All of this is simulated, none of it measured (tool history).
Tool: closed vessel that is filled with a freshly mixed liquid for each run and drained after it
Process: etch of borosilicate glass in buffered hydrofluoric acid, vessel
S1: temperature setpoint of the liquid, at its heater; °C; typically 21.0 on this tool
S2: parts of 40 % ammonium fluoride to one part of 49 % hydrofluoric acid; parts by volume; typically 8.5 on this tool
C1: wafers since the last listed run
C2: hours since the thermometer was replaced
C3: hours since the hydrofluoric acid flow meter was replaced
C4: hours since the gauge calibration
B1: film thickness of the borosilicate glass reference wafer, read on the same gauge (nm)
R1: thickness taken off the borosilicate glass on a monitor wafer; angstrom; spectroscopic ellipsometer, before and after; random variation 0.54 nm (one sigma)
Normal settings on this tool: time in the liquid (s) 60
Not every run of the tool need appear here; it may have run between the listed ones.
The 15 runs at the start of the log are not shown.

{"run": 16, "hour": 1265.6, "S1": 23.0, "S2": 10.5, "time in the liquid (s)": 95, "C1": 5914, "C2": 2692.1, "C3": 1334.0, "C4": 519.0, "B1": 129.99, "R1": 1085.5}
{"hour": 1294.7, "done": "hydrofluoric acid flow meter replaced"}
{"run": 17, "hour": 1363.7, "S1": 17.5, "S2": 8.5, "time in the liquid (s)": 85, "C1": 9885, "C2": 2790.2, "C3": 69.0, "C4": 617.1, "B1": 130.03, "R1": 900.2}
{"run": 18, "hour": 1468.7, "S1": 21.0, "S2": 6.5, "time in the liquid (s)": 90, "C1": 10689, "C2": 2895.2, "C3": 174.0, "C4": 722.1, "B1": 129.98, "R1": 1526.0}
{"run": 19, "hour": 1509.9, "S1": 17.0, "S2": 6.0, "time in the liquid (s)": 80, "C1": 4194, "C2": 2936.4, "C3": 215.2, "C4": 763.3, "B1": 129.99, "R1": 1167.3}
{"hour": 1680.9, "done": "thermometer replaced"}
{"run": 20, "hour": 1690.2, "S1": 19.5, "S2": 7.5, "time in the liquid (s)": 45, "C1": 18253, "C2": 9.3, "C3": 395.5, "C4": 943.6, "B1": 130.0, "R1": 539.5}
{"run": 21, "hour": 1745.7, "S1": 21.0, "S2": 8.5, "time in the liquid (s)": 60, "C1": 5650, "C2": 64.8, "C3": 451.0, "C4": 999.1, "B1": 130.01, "R1": 681.6}
{"run": 22, "hour": 1785.1, "S1": 23.0, "S2": 9.5, "time in the liquid (s)": 75, "C1": 4011, "C2": 104.2, "C3": 490.4, "C4": 1038.5, "B1": 129.99, "R1": 868.9}
{"run": 23, "hour": 1834.4, "S1": 23.0, "S2": 8.5, "time in the liquid (s)": 40, "C1": 5018, "C2": 153.5, "C3": 539.7, "C4": 1087.8, "B1": 129.97, "R1": 508.9}
{"run": 24, "hour": 1890.0, "S1": 21.0, "S2": 8.5, "time in the liquid (s)": 60, "C1": 5660, "C2": 209.1, "C3": 595.3, "C4": 1143.4, "B1": 129.99, "R1": 686.3}
{"run": 25, "hour": 1951.0, "S1": 21.0, "S2": 8.5, "time in the liquid (s)": 60, "C1": 6210, "C2": 270.1, "C3": 656.3, "C4": 1204.4, "B1": 129.95, "R1": 679.8}
{"run": 26, "hour": 2000.6, "S1": 24.0, "S2": 7.0, "time in the liquid (s)": 50, "C1": 5049, "C2": 319.7, "C3": 705.9, "C4": 1254.0, "B1": 130.02, "R1": 821.6}
{"run": 27, "hour": 2070.7, "S1": 21.0, "S2": 11.0, "time in the liquid (s)": 60, "C1": 7136, "C2": 389.8, "C3": 776.0, "C4": 1324.1, "B1": 130.01, "R1": 545.6}
{"run": 28, "hour": 2139.7, "S1": 25.0, "S2": 5.5, "time in the liquid (s)": 60, "C1": 7024, "C2": 458.8, "C3": 845.0, "C4": 1393.1, "B1": 130.01, "R1": 1284.6}
{"run": 29, "hour": 2237.2, "S1": 21.0, "S2": 8.5, "time in the liquid (s)": 60, "C1": 9925, "C2": 556.3, "C3": 942.5, "C4": 1490.6, "B1": 129.98, "R1": 666.8}
{"run": 30, "hour": 2328.3, "S1": 17.5, "S2": 8.5, "time in the liquid (s)": 30, "C1": 9274, "C2": 647.4, "C3": 1033.6, "C4": 1581.7, "B1": 130.01, "R1": 280.3}
{"hour": 2409.6, "done": "hydrofluoric acid flow meter replaced"}
{"run": 31, "hour": 2410.6, "S1": 18.0, "S2": 5.5, "time in the liquid (s)": 90, "C1": 8276, "C2": 729.7, "C3": 1.0, "C4": 1664.0, "B1": 130.02, "R1": 1396.3}
{"run": 32, "hour": 2509.3, "S1": 21.0, "S2": 8.5, "time in the liquid (s)": 60, "C1": 10048, "C2": 828.4, "C3": 99.7, "C4": 1762.7, "B1": 130.0, "R1": 705.1}
{"run": 33, "hour": 2563.0, "S1": 21.0, "S2": 8.5, "time in the liquid (s)": 60, "C1": 5466, "C2": 882.1, "C3": 153.4, "C4": 1816.4, "B1": 130.02, "R1": 715.6}

Branching from run 33: 3 alternative next runs. What would each branch give?
{"run": "A", "hour": 2563.7, "S1": 21.0, "S2": 5.5, "time in the liquid (s)": 60, "C1": 71, "C2": 882.8, "C3": 154.1, "C4": 1817.1, "B1": "?", "R1": "?"}
{"run": "B", "hour": 2563.7, "S1": 18.5, "S2": 5.5, "time in the liquid (s)": 85, "C1": 71, "C2": 882.8, "C3": 154.1, "C4": 1817.1, "B1": "?", "R1": "?"}
{"run": "C", "hour": 2563.7, "S1": 19.0, "S2": 11.0, "time in the liquid (s)": 45, "C1": 71, "C2": 882.8, "C3": 154.1, "C4": 1817.1, "B1": "?", "R1": "?"}

run=A B1=130.01 R1=1095.1
run=B B1=130.01 R1=1355.2
run=C B1=130.01 R1=381.8
Without the tool's unlogged condition, the same runs would have read:
run=A R1=1066.0
run=B R1=1318.7
run=C R1=371.7
